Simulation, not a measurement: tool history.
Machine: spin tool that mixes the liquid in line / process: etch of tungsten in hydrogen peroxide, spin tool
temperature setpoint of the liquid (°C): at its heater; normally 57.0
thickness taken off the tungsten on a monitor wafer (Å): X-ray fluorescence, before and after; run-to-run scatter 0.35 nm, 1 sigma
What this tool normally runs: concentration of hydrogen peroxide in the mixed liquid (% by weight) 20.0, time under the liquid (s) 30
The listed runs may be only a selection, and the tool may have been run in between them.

run	hour	temperature setpoint of the liquid (°C)	concentration of hydrogen peroxide in the mixed liquid (% by weight)	time under the liquid (s)	wafers since the last listed run	hours since the thermometer was replaced	hours since the peroxide flow meter was replaced	hours since the heated supply line was repaired	hours since the drum of peroxide was connected	hours since the gauge calibration	read-back film thickness of the tungsten reference wafer, read on the same gauge (nm)	thickness taken off the tungsten on a monitor wafer (Å)
1	0.0	52.5	20.0	30	0	1193.8	108.5	2551.7	747.5	3666.8	119.96	364.7
2	60.5	49.5	15.5	50	927	1254.3	169.0	2612.2	808.0	3727.3	120.01	448.7
3	97.1	52.0	23.5	30	560	1290.9	205.6	2648.8	844.6	3763.9	120.02	390.6
# hour 114.6: new drum of peroxide connected
4	159.9	57.0	20.0	30	947	1353.7	268.4	2711.6	45.3	3826.7	119.97	497.7
5	221.4	52.0	23.5	30	942	1415.2	329.9	2773.1	106.8	3888.2	119.97	409.6
# hour 253.4: heated supply line repaired
6	305.6	63.0	14.5	30	1275	1499.4	414.1	52.2	191.0	3972.4	120.01	600.6
7	410.3	50.0	14.5	40	1604	1604.1	518.8	156.9	295.7	4077.1	119.95	376.4
8	492.4	57.0	20.0	30	1258	1686.2	600.9	239.0	377.8	4159.2	120.02	494.7
9	568.3	61.5	23.5	45	1163	1762.1	676.8	314.9	453.7	4235.1	120.02	1044.9
10	674.3	57.0	22.5	45	1624	1868.1	782.8	420.9	559.7	4341.1	120.02	788.0
11	739.9	57.0	20.0	30	1005	1933.7	848.4	486.5	625.3	4406.7	120.01	496.7
# hour 853.6: thermometer replaced
# hour 909.6: gauge calibrated
# hour 941.9: peroxide flow meter replaced
# hour 961.5: new drum of peroxide connected
12	1033.3	61.0	16.5	45	4450	179.7	91.4	779.9	71.8	123.7	119.99	832.8
13	1086.9	48.0	14.5	15	821	233.3	145.0	833.5	125.4	177.3	120.03	120.5
14	1134.9	57.0	15.5	40	735	281.3	193.0	881.5	173.4	225.3	119.99	572.4
15	1216.6	57.0	20.0	30	1252	363.0	274.7	963.2	255.1	307.0	119.98	489.4
16	1301.7	64.0	20.0	40	1304	448.1	359.8	1048.3	340.2	392.1	120.00	963.4
17	1350.4	52.5	22.5	20	746	496.8	408.5	1097.0	388.9	440.8	120.01	262.0
18	1431.3	47.5	20.0	30	1239	577.7	489.4	1177.9	469.8	521.7	120.03	273.8
19	1670.5	57.0	20.0	15	3665	816.9	728.6	1417.1	709.0	760.9	120.07	242.2
# hour 1745.6: new drum of peroxide connected
20	1775.5	63.0	20.0	20	1593	921.9	833.6	1522.1	29.9	865.9	120.00	475.1
21	1876.7	57.0	20.0	30	1550	1023.1	934.8	1623.3	131.1	967.1	120.04	498.4
# hour 1958.1: peroxide flow meter replaced
22	1976.3	57.0	20.0	15	1511	1122.7	18.2	1722.9	230.7	1066.7	120.03	251.2
23	2042.8	62.0	20.0	30	1019	1189.2	84.7	1789.4	297.2	1133.2	120.02	661.8
24	2134.3	57.0	20.0	50	1402	1280.7	176.2	1880.9	388.7	1224.7	120.00	834.3
25	2203.5	64.0	20.0	40	1060	1349.9	245.4	1950.1	457.9	1293.9	120.01	988.1

List, for all runs, the conditions of the tool that the log does not record:
peroxide flow above the setpoint (%): 0, the same for each run
temperature lost on the way to the wafer (K): 0, the same for each run
gauge reads high (%): 0, the same for each run
H1: liquid hotter than its thermometer reads (K)
H2: peroxide weaker than its label (%)
run	H1	H2
1	0.749	7.8
2	0.785	8.37
3	0.806	8.71
4	0.843	0.779
5	0.879	1.36
6	0.928	2.14
7	0.99	3.13
8	1.04	3.89
9	1.08	4.61
10	1.14	5.6
11	1.18	6.21
12	0.411	1.36
13	0.442	1.86
14	0.471	2.31
15	0.518	3.08
16	0.568	3.87
17	0.597	4.33
18	0.644	5.09
19	0.785	7.33
20	0.846	0.85
21	0.906	1.8
22	0.964	2.73
23	1	3.35
24	1.06	4.21
25	1.1	4.86

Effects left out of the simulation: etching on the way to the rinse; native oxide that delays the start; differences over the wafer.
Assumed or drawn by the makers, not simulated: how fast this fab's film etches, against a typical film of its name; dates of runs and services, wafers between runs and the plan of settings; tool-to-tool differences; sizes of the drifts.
